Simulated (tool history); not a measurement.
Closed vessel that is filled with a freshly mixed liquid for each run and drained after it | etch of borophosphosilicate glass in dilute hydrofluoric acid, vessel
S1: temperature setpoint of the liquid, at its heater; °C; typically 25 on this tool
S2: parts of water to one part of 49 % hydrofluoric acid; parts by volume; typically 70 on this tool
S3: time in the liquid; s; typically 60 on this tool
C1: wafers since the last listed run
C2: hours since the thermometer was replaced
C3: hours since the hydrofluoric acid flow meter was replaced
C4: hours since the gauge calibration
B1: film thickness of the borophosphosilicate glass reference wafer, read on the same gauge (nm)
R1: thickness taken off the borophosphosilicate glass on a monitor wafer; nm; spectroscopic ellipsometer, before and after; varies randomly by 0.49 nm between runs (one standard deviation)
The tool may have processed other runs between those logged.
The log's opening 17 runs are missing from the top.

| run | hour | S1 | S2 | S3 | C1 | C2 | C3 | C4 | B1 | R1 |
|---|---|---|---|---|---|---|---|---|---|---|
| 18 | 1712.7 | 27.5 | 70 | 75 | 11118 | 1866.8 | 115.5 | 1358.8 | 30.01 | 77.74 |
| 19 | 1793 | 25 | 70 | 30 | 9662 | 1947.1 | 195.8 | 1439.1 | 30.01 | 28.35 |
| 20 | 1871 | 25 | 70 | 60 | 9386 | 2025.1 | 273.8 | 1517.1 | 30.01 | 56.66 |
|  | 1889.1 | gauge calibrated |
| 21 | 1944.6 | 25 | 70 | 60 | 8856 | 2098.7 | 347.4 | 55.5 | 30.01 | 57.34 |
| 22 | 1999.2 | 25 | 35 | 30 | 6570 | 2153.3 | 402 | 110.1 | 30.01 | 60.05 |
|  | 2084.5 | thermometer replaced |
| 23 | 2090.9 | 25 | 50 | 35 | 10914 | 6.4 | 493.7 | 201.8 | 29.99 | 47.7 |
| 24 | 2136.4 | 27 | 55 | 85 | 5475 | 51.9 | 539.2 | 247.3 | 29.99 | 114.63 |
| 25 | 2231.3 | 22 | 85 | 60 | 11419 | 146.8 | 634.1 | 342.2 | 30.01 | 41.45 |
| 26 | 2333.2 | 25 | 70 | 60 | 12262 | 248.7 | 736 | 444.1 | 30.02 | 57.47 |
| 27 | 2408.4 | 28.5 | 50 | 60 | 9049 | 323.9 | 811.2 | 519.3 | 30.01 | 97.21 |
| 28 | 2510.3 | 25 | 70 | 60 | 12262 | 425.8 | 913.1 | 621.2 | 30 | 58.94 |
| 29 | 2579.6 | 25 | 70 | 60 | 8339 | 495.1 | 982.4 | 690.5 | 30.01 | 59.48 |
| 30 | 2676.3 | 25 | 70 | 60 | 11636 | 591.8 | 1079.1 | 787.2 | 29.96 | 60 |
| 31 | 2740.9 | 25 | 55 | 75 | 7773 | 656.4 | 1143.7 | 851.8 | 29.98 | 94.96 |

Forecast each of these 5 alternatives for the next run:
| A | 2741.6 | 25 | 100 | 60 | 84 | 657.1 | 1144.4 | 852.5 | ? | ? |
| B | 2741.6 | 25 | 45 | 60 | 84 | 657.1 | 1144.4 | 852.5 | ? | ? |
| C | 2741.6 | 25 | 70 | 40 | 84 | 657.1 | 1144.4 | 852.5 | ? | ? |
| D | 2741.6 | 29.5 | 105 | 30 | 84 | 657.1 | 1144.4 | 852.5 | ? | ? |
| E | 2741.6 | 20 | 60 | 40 | 84 | 657.1 | 1144.4 | 852.5 | ? | ? |

| run | B1 | R1 |
|---|---|---|
| A | 29.98 | 40.66 |
| B | 29.98 | 96.67 |
| C | 29.98 | 40.15 |
| D | 29.98 | 22.89 |
| E | 29.98 | 38.55 |
The same runs, with their run-to-run variation unchanged, on a tool lacking any hidden condition would have given:
| run | R1 |
|---|---|
| A | 37.36 |
| B | 89.24 |
| C | 36.98 |
| D | 21.01 |
| E | 35.56 |
